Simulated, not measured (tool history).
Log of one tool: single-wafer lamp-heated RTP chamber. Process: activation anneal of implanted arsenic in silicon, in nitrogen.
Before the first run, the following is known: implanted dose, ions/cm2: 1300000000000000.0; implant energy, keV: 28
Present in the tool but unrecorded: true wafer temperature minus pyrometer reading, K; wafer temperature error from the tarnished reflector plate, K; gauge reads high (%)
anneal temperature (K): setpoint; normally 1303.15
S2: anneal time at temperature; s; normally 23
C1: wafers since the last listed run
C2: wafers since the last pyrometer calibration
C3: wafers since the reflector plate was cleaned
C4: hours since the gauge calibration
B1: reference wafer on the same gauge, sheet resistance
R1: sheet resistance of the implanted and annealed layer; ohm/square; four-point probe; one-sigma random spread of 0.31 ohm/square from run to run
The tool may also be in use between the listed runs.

run 1 hour=0 | anneal_temperature_(K)=1283.15 S2=23 | C1=0 C2=4361 C3=9089 C4=481.6 | B1=101.65 | R1=100.34
run 2 hour=20.9 | anneal_temperature_(K)=1303.15 S2=23 | C1=270 C2=4631 C3=9360 C4=502.5 | B1=101.8 | R1=96.31
run 3 hour=34 | anneal_temperature_(K)=1303.15 S2=23 | C1=169 C2=4800 C3=9529 C4=515.6 | B1=101.59 | R1=96.74
-- hour=54.6 reflector plate cleaned
run 4 hour=65.5 | anneal_temperature_(K)=1294.15 S2=15 | C1=303 C2=5104 C3=141 C4=547.1 | B1=101.58 | R1=100.92
run 5 hour=100.2 | anneal_temperature_(K)=1303.15 S2=23 | C1=448 C2=5553 C3=589 C4=581.8 | B1=101.61 | R1=96.36
run 6 hour=125.6 | anneal_temperature_(K)=1303.15 S2=23 | C1=328 C2=5881 C3=918 C4=607.2 | B1=101.22 | R1=97.03
run 7 hour=155.8 | anneal_temperature_(K)=1303.15 S2=23 | C1=390 C2=6271 C3=1308 C4=637.4 | B1=101.34 | R1=95.88
run 8 hour=249.7 | anneal_temperature_(K)=1303.15 S2=29 | C1=1213 C2=7485 C3=2522 C4=731.3 | B1=101.01 | R1=94.49
run 9 hour=268.7 | anneal_temperature_(K)=1303.15 S2=29 | C1=245 C2=7730 C3=2767 C4=750.3 | B1=101.16 | R1=94.33
run 10 hour=298.4 | anneal_temperature_(K)=1303.15 S2=29 | C1=383 C2=8114 C3=3151 C4=780 | B1=101.06 | R1=94.26
-- hour=321.2 pyrometer window cleaned and pyrometer calibrated
run 11 hour=321.7 | anneal_temperature_(K)=1314.15 S2=23 | C1=197 C2=6 C3=3349 C4=803.3 | B1=100.8 | R1=93.88
run 12 hour=348.4 | anneal_temperature_(K)=1314.15 S2=23 | C1=345 C2=351 C3=3694 C4=830 | B1=100.86 | R1=94.24
run 13 hour=374.4 | anneal_temperature_(K)=1303.15 S2=23 | C1=336 C2=687 C3=4030 C4=856 | B1=100.8 | R1=95.26
run 14 hour=403 | anneal_temperature_(K)=1284.15 S2=30 | C1=369 C2=1057 C3=4399 C4=884.6 | B1=100.76 | R1=97.25
-- hour=439.5 gauge calibrated
run 15 hour=450.7 | anneal_temperature_(K)=1284.15 S2=30 | C1=616 C2=1673 C3=5016 C4=11.2 | B1=102.64 | R1=99.63
run 16 hour=464.6 | anneal_temperature_(K)=1303.15 S2=23 | C1=179 C2=1853 C3=5195 C4=25.1 | B1=102.71 | R1=97.65
run 17 hour=480.9 | anneal_temperature_(K)=1294.15 S2=19 | C1=210 C2=2064 C3=5406 C4=41.4 | B1=102.72 | R1=100.54
run 18 hour=541.9 | anneal_temperature_(K)=1314.15 S2=14 | C1=788 C2=2852 C3=6194 C4=102.4 | B1=102.63 | R1=99.09
run 19 hour=573.9 | anneal_temperature_(K)=1324.15 S2=33 | C1=413 C2=3266 C3=6608 C4=134.4 | B1=102.45 | R1=90.91
run 20 hour=594.2 | anneal_temperature_(K)=1321.15 S2=14 | C1=262 C2=3528 C3=6870 C4=154.7 | B1=102.25 | R1=97.78
run 21 hour=622.1 | anneal_temperature_(K)=1303.15 S2=23 | C1=360 C2=3888 C3=7231 C4=182.6 | B1=102.15 | R1=97.32
run 22 hour=647.1 | anneal_temperature_(K)=1313.15 S2=10 | C1=323 C2=4212 C3=7554 C4=207.6 | B1=102.2 | R1=101.11
run 23 hour=662.6 | anneal_temperature_(K)=1303.15 S2=23 | C1=200 C2=4412 C3=7754 C4=223.1 | B1=102.26 | R1=97.25
-- hour=675.4 reflector plate cleaned
run 24 hour=689.9 | anneal_temperature_(K)=1323.15 S2=34 | C1=249 C2=4661 C3=186 C4=250.4 | B1=102.18 | R1=90.23
run 25 hour=714.5 | anneal_temperature_(K)=1327.15 S2=35 | C1=317 C2=4979 C3=504 C4=275 | B1=102.12 | R1=89.48
run 26 hour=734.2 | anneal_temperature_(K)=1313.15 S2=30 | C1=254 C2=5234 C3=759 C4=294.7 | B1=102.01 | R1=93.27
run 27 hour=784.3 | anneal_temperature_(K)=1277.15 S2=23 | C1=647 C2=5881 C3=1406 C4=344.8 | B1=101.83 | R1=101.56
run 28 hour=800.6 | anneal_temperature_(K)=1317.15 S2=19 | C1=210 C2=6092 C3=1617 C4=361.1 | B1=101.62 | R1=96.24
run 29 hour=827.3 | anneal_temperature_(K)=1324.15 S2=23 | C1=345 C2=6437 C3=1962 C4=387.8 | B1=101.74 | R1=93.02
run 30 hour=848.7 | anneal_temperature_(K)=1326.15 S2=18 | C1=276 C2=6714 C3=2239 C4=409.2 | B1=101.78 | R1=95.13

Selected run-to-run steps in R1, each split into two signed amounts: the part the tool would show with no hidden state at all (from settings, incoming material and random variation), and the remainder, which goes to the hidden state together with any gauge scatter not common to the measured and the hidden-state-free results:
Run 7 -> 8: S2 23 -> 29. R1 -1.39 ohm/square: hidden state -0.21, all else -1.18.
Run 14 -> 15: gauge calibrated. R1 +2.38 ohm/square: hidden state +1.96, all else +0.42.
Run 18 -> 19: anneal temperature (K) 1314.15 -> 1324.15, S2 14 -> 33. R1 -8.18 ohm/square: hidden state -0.02, all else -8.16.
Run 23 -> 24: anneal temperature (K) 1303.15 -> 1323.15, S2 23 -> 34, reflector plate cleaned. R1 -7.02 ohm/square: hidden state +0.01, all else -7.03.
Run 26 -> 27: anneal temperature (K) 1313.15 -> 1277.15, S2 30 -> 23. R1 +8.29 ohm/square: hidden state -0.23, all else +8.52.

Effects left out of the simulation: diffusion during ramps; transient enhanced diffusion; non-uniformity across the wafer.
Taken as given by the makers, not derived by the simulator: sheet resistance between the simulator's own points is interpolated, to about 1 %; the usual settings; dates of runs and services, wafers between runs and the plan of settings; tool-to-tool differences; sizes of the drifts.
